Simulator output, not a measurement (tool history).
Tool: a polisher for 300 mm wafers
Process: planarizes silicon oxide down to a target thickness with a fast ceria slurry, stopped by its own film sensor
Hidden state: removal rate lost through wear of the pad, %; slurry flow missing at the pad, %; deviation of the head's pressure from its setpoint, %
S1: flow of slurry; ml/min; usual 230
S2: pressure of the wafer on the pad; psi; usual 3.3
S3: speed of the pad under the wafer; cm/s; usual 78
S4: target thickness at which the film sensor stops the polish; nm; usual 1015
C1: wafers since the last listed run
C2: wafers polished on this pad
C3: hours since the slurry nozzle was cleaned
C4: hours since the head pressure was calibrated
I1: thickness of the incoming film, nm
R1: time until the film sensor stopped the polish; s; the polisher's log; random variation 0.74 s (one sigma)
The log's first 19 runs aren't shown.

run,hour,S1,S2,S3,S4,C1,C2,C3,C4,I1,R1
20,936.3,230,3.3,78,1015,693,2973,480.9,387.7,1861.2,55.6
21,961.0,275,2.4,100,746,267,3241,505.6,412.4,1897.3,76.1
22,1009.9,230,3.3,66,937,530,3772,554.5,461.3,1836.6,71.6
# hour 1042.2: worn pad replaced by a new one
23,1050.4,230,2.3,78,1015,395,88,595.0,501.8,1876.2,67.8
# hour 1110.8: slurry nozzle cleaned
24,1191.4,205,3.3,78,1175,1518,1607,80.6,642.8,1893.3,45.8
# hour 1202.3: head pressure recalibrated
25,1253.8,230,3.3,78,1015,655,2262,143.0,51.5,1870.8,56.3
26,1315.8,230,3.3,60,916,672,2934,205.0,113.5,1865.5,82.5
27,1386.5,230,3.3,88,1015,766,3701,275.7,184.2,1827.6,49.0
# hour 1431.2: worn pad replaced by a new one
28,1441.5,230,3.3,62,860,553,112,330.7,239.2,1875.7,75.6
29,1498.8,230,3.3,102,1130,621,733,388.0,296.5,1862.0,34.6
30,1555.5,230,3.3,78,1134,615,1348,444.7,353.2,1864.2,47.0
31,1582.6,230,2.7,78,1102,293,1642,471.8,380.3,1875.5,58.7
32,1612.7,230,3.3,70,1015,326,1969,501.9,410.4,1895.0,64.1
33,1661.6,230,3.3,58,1015,530,2499,550.8,459.3,1890.9,79.4
34,1725.1,230,3.7,96,1119,688,3188,614.3,522.8,1841.9,35.6
35,1781.3,230,4.3,78,722,609,3798,670.5,579.0,1891.9,61.6
# hour 1795.4: slurry nozzle cleaned
# hour 1828.4: worn pad replaced by a new one
36,1834.5,230,3.3,78,1015,522,65,39.1,632.2,1885.9,51.5
# hour 1855.3: head pressure recalibrated
37,1865.1,230,3.3,78,1015,310,376,69.7,9.8,1878.8,53.5

Forecast each of these 3 alternatives for the next run:
A,1865.5,230,3.3,78,1015,4,380,70.1,10.2,1838.7,?
B,1865.5,285,3.3,78,1288,4,380,70.1,10.2,1838.7,?
C,1865.5,210,3.3,78,1102,4,380,70.1,10.2,1838.7,?

run,R1
A,49.9
B,32.5
C,45.1
Without the tool's hidden state the same runs would have given:
run,R1
A,47.8
B,31.2
C,43.3

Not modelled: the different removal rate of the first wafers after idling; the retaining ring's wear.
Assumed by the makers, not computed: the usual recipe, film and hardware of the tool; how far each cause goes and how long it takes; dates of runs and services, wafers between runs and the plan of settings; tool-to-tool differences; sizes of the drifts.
